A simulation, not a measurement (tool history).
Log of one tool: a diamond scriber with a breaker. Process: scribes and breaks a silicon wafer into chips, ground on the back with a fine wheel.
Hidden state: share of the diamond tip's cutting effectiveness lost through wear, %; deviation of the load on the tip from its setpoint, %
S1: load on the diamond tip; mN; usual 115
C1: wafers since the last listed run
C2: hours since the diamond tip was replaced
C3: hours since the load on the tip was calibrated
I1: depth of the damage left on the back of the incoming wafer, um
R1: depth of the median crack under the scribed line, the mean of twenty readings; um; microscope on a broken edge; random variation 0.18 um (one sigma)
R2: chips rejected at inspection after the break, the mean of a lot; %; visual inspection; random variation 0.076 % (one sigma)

run   hour   S1   C1     C2     C3    I1     R1    R2
  1      0  115    0  717.6  334.1  2.51   7.76  7.68
  2   22.2  115   53  739.8  356.3  2.04   7.77  5.94
  3   43.2  105   50  760.8  377.3  1.87   7.28  8.83
  4   74.6  105   76  792.2  408.7   1.9   7.29  8.76
  5  108.4  105   81    826  442.5  2.06   7.12  8.98
     128.7  -- load on the tip recalibrated
  6  132.5  122   53  850.1    3.8  1.64   7.74  4.27
  7  145.5  122   31  863.1   16.8  2.35   8.04  5.33
  8  180.7  115   85  898.3     52  1.51   7.52  6.02
     196.6  -- diamond tip replaced by a new one
  9  210.3  145   66   13.7   81.6  2.71  10.87  3.11
 10  237.6  129   66     41  108.9  1.66   9.42  1.21
 11  264.5  126   65   67.9  135.8  1.58   9.26  1.18
 12  287.2  147   55   90.6  158.5  2.54   9.83  2.35
 13  301.4  115   34  104.8  172.7  1.53   8.57  1.99
 14  334.5   82   80  137.9  205.8  1.51   6.84  9.62
 15  347.8  146   32  151.2  219.1  1.98   9.83  1.63
 16  392.1  115  107  195.5  263.4  2.84   8.17  4.98
 17  415.2  140   55  218.6  286.5  1.79   9.43  1.34

Forecast each of these 5 alternatives for the next run:
  A  415.9  104   1  219.3  287.2  2.13   ?   ?
  B  415.9  103   1  219.3  287.2  2.13   ?   ?
  C  415.9  127   1  219.3  287.2  2.13   ?   ?
  D  415.9  124   1  219.3  287.2  2.13   ?   ?
  E  415.9  135   1  219.3  287.2  2.13   ?   ?

run    R1    R2
  A  7.87  5.74
  B  7.83  5.98
  C  8.87   2.3
  D  8.74  2.57
  E   9.2  1.79
Without the tool's hidden state the same runs would have given:
run     R1    R2
  A   9.03  2.01
  B   8.98  2.09
  C  10.17  1.78
  D  10.03  1.66
  E  10.55  2.29
